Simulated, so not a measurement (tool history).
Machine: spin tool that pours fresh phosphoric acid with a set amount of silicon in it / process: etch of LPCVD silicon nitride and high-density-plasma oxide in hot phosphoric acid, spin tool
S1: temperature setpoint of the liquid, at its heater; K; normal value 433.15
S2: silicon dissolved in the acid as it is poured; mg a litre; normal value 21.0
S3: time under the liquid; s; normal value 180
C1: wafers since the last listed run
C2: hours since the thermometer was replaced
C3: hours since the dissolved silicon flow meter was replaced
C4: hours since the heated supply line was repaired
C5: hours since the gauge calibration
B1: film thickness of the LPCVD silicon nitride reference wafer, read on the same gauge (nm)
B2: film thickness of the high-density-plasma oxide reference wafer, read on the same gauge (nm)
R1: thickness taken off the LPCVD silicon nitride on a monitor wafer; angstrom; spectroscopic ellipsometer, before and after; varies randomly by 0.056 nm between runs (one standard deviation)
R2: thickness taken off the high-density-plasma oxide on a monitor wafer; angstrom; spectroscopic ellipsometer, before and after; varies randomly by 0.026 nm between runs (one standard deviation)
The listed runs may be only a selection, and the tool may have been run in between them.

run	hour	S1	S2	S3	C1	C2	C3	C4	C5	B1	B2	R1	R2
1	0.0	433.15	21.0	180	0	2577.4	1756.9	1538.8	1541.8	110.01	149.996	136.0	4.50
# hour 67.6: heated supply line repaired
2	91.1	433.15	21.0	235	551	2668.5	1848.0	23.5	1632.9	110.00	150.022	187.2	6.37
3	167.2	433.15	21.0	235	465	2744.6	1924.1	99.6	1709.0	109.97	149.994	185.8	6.73
4	270.0	433.15	21.0	235	628	2847.4	2026.9	202.4	1811.8	110.01	150.018	186.6	6.20
5	369.6	433.15	21.0	180	609	2947.0	2126.5	302.0	1911.4	110.01	149.992	142.3	4.89
6	434.2	433.15	21.0	180	395	3011.6	2191.1	366.6	1976.0	109.98	150.001	142.2	5.20
7	526.0	433.15	21.0	180	561	3103.4	2282.9	458.4	2067.8	110.01	149.981	141.5	4.57
# hour 551.0: dissolved silicon flow meter replaced
8	614.6	432.15	21.0	180	535	3192.0	63.6	547.0	2156.4	110.02	149.962	136.0	4.52
# hour 624.4: gauge calibrated
# hour 672.0: thermometer replaced
9	691.0	432.15	21.0	180	461	19.0	140.0	623.4	66.6	110.03	149.976	135.5	4.79
10	766.1	435.65	36.0	85	459	94.1	215.1	698.5	141.7	109.99	149.984	71.9	1.39
11	804.0	433.15	11.0	280	231	132.0	253.0	736.4	179.6	110.00	150.003	219.1	9.84
12	881.8	431.65	12.5	180	475	209.8	330.8	814.2	257.4	110.01	149.993	132.4	5.42
13	944.1	433.15	21.0	180	381	272.1	393.1	876.5	319.7	110.00	150.006	139.8	4.49
14	1209.5	435.15	14.0	180	1623	537.5	658.5	1141.9	585.1	110.00	150.012	147.0	5.88
15	1258.5	430.15	6.5	115	299	586.5	707.5	1190.9	634.1	110.00	149.981	79.2	3.24
# hour 1344.1: heated supply line repaired
16	1366.2	433.15	21.0	180	652	694.2	815.2	22.1	741.8	109.99	149.990	143.4	4.78
17	1428.6	433.15	34.0	180	381	756.6	877.6	84.5	804.2	110.02	149.981	142.4	3.04
18	1489.6	435.65	9.0	180	373	817.6	938.6	145.5	865.2	110.03	150.007	155.1	7.73
19	1551.4	430.15	36.5	80	377	879.4	1000.4	207.3	927.0	110.00	150.023	57.3	0.89
20	1613.0	430.15	36.5	80	376	941.0	1062.0	268.9	988.6	109.96	149.970	57.2	0.94
21	1734.5	433.15	21.0	180	743	1062.5	1183.5	390.4	1110.1	110.00	149.997	142.3	4.70
22	1804.0	433.15	12.0	270	425	1132.0	1253.0	459.9	1179.6	109.98	150.005	210.9	8.59

Each row is a separate what-if for the run after 22, all from the same tool condition, not one after another. Results?
A	1804.5	433.15	21.0	285	3	1132.5	1253.5	460.4	1180.1	?	?	?	?
B	1804.5	430.15	21.0	180	3	1132.5	1253.5	460.4	1180.1	?	?	?	?
C	1804.5	430.65	29.5	130	3	1132.5	1253.5	460.4	1180.1	?	?	?	?

run	B1	B2	R1	R2
A	110.01	150.011	224.6	8.04
B	110.01	150.011	128.2	4.06
C	110.01	150.011	94.2	2.28
Take away the tool's hidden state, keep each run's random variation, and the runs would have read:
run	R1	R2
A	229.2	8.40
B	130.8	4.24
C	96.1	2.38
